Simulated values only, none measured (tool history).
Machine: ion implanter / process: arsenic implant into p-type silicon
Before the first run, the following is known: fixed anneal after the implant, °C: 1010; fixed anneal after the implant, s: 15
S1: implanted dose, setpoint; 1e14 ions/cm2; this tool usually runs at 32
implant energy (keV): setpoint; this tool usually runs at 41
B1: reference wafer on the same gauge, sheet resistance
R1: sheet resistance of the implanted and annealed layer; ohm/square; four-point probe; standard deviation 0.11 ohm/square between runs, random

{"run": 1, "day": 0.0, "S1": 39.61, "implant energy (keV)": 41, "B1": 73.28, "R1": 68.8}
{"run": 2, "day": 0.575, "S1": 39.61, "implant energy (keV)": 41, "B1": 73.29, "R1": 68.98}
{"run": 3, "day": 1.262, "S1": 32, "implant energy (keV)": 33, "B1": 73.33, "R1": 79.3}
{"run": 4, "day": 1.688, "S1": 25.7, "implant energy (keV)": 36, "B1": 73.31, "R1": 78.72}
{"run": 5, "day": 2.212, "S1": 25.7, "implant energy (keV)": 36, "B1": 73.3, "R1": 78.97}
{"run": 6, "day": 2.825, "S1": 25.7, "implant energy (keV)": 36, "B1": 73.3, "R1": 78.63}
{"run": 7, "day": 3.325, "S1": 32, "implant energy (keV)": 41, "B1": 73.31, "R1": 71.2}
{"run": 8, "day": 4.038, "S1": 32, "implant energy (keV)": 41, "B1": 73.31, "R1": 71.29}
{"run": 9, "day": 4.683, "S1": 32, "implant energy (keV)": 41, "B1": 73.29, "R1": 71.24}
{"run": 10, "day": 5.162, "S1": 32, "implant energy (keV)": 41, "B1": 73.31, "R1": 71.12}
{"run": 11, "day": 5.671, "S1": 35.33, "implant energy (keV)": 41, "B1": 73.31, "R1": 69.95}
{"run": 12, "day": 6.038, "S1": 35.33, "implant energy (keV)": 41, "B1": 73.3, "R1": 70.05}
{"run": 13, "day": 6.721, "S1": 25.7, "implant energy (keV)": 29.5, "B1": 73.3, "R1": 86.38}
{"run": 14, "day": 6.996, "S1": 25.7, "implant energy (keV)": 29.5, "B1": 73.3, "R1": 86.53}
{"run": 15, "day": 7.329, "S1": 25.7, "implant energy (keV)": 29.5, "B1": 73.29, "R1": 86.39}
{"run": 16, "day": 7.929, "S1": 29.54, "implant energy (keV)": 51.5, "B1": 73.31, "R1": 64.39}
{"run": 17, "day": 8.275, "S1": 32, "implant energy (keV)": 52.5, "B1": 73.28, "R1": 62.79}
{"run": 18, "day": 8.838, "S1": 24.38, "implant energy (keV)": 35, "B1": 73.29, "R1": 80.87}
{"run": 19, "day": 9.404, "S1": 36.08, "implant energy (keV)": 36, "B1": 73.3, "R1": 74.64}
{"run": 20, "day": 9.683, "S1": 24.01, "implant energy (keV)": 41, "B1": 73.3, "R1": 75.59}
{"run": 21, "day": 10.071, "S1": 32, "implant energy (keV)": 41, "B1": 73.3, "R1": 70.75}
{"run": 22, "day": 10.304, "S1": 35.35, "implant energy (keV)": 41, "B1": 73.27, "R1": 69.47}
{"run": 23, "day": 10.596, "S1": 38.27, "implant energy (keV)": 31, "B1": 73.3, "R1": 79.57}
{"run": 24, "day": 11.208, "S1": 28.73, "implant energy (keV)": 32.5, "B1": 73.3, "R1": 80.57}
{"run": 25, "day": 11.929, "S1": 37.66, "implant energy (keV)": 46, "B1": 73.29, "R1": 65.05}
{"run": 26, "day": 12.646, "S1": 32, "implant energy (keV)": 36, "B1": 73.29, "R1": 75.7}
{"run": 27, "day": 13.012, "S1": 35.85, "implant energy (keV)": 36, "B1": 73.29, "R1": 74.47}
{"run": 28, "day": 13.342, "S1": 32, "implant energy (keV)": 41, "B1": 73.28, "R1": 70.94}
{"run": 29, "day": 13.858, "S1": 32, "implant energy (keV)": 41, "B1": 73.31, "R1": 70.56}
{"run": 30, "day": 14.225, "S1": 36.18, "implant energy (keV)": 33.5, "B1": 73.29, "R1": 77.09}
{"run": 31, "day": 14.971, "S1": 36.34, "implant energy (keV)": 29.5, "B1": 73.31, "R1": 81.97}
{"run": 32, "day": 15.3, "S1": 32, "implant energy (keV)": 41, "B1": 73.31, "R1": 70.85}
{"run": 33, "day": 15.958, "S1": 27.13, "implant energy (keV)": 45, "B1": 73.31, "R1": 69.93}
{"run": 34, "day": 16.246, "S1": 25.17, "implant energy (keV)": 29, "B1": 73.3, "R1": 87.06}
{"run": 35, "day": 16.596, "S1": 23.96, "implant energy (keV)": 55, "B1": 73.31, "R1": 66.13}
{"run": 36, "day": 17.283, "S1": 39.16, "implant energy (keV)": 45.5, "B1": 73.29, "R1": 65.21}
{"run": 37, "day": 17.746, "S1": 27.98, "implant energy (keV)": 53.5, "B1": 73.3, "R1": 63.98}

Put back what was entered between runs (4 entries, withheld): which listed runs does each sit between, and how does the hidden state differ from the listed run before to the listed run after?
In the gap between runs 9 and 10: extraction supply calibrated (day 5.021); gauge calibrated (day 5.021)
  deviation of the true dose from the Faraday cup's reading, %: -4.46 -> -4.5
  what was measured, less what the result would be without the hidden state, R1: +0.55 -> +0.55 ohm/square
In the gap between runs 20 and 21: Faraday cup replaced and dose calibrated (day 10.05)
  deviation of the true dose from the Faraday cup's reading, %: -4.73 -> 0.568
  what was measured, less what the result would be without the hidden state, R1: +0.9 -> -0.06 ohm/square
In the gap between runs 33 and 34: gauge calibrated (day 16.238)
  deviation of the true dose from the Faraday cup's reading, %: -2.13 -> -2.22
  what was measured, less what the result would be without the hidden state, R1: +0.35 -> +0.31 ohm/square
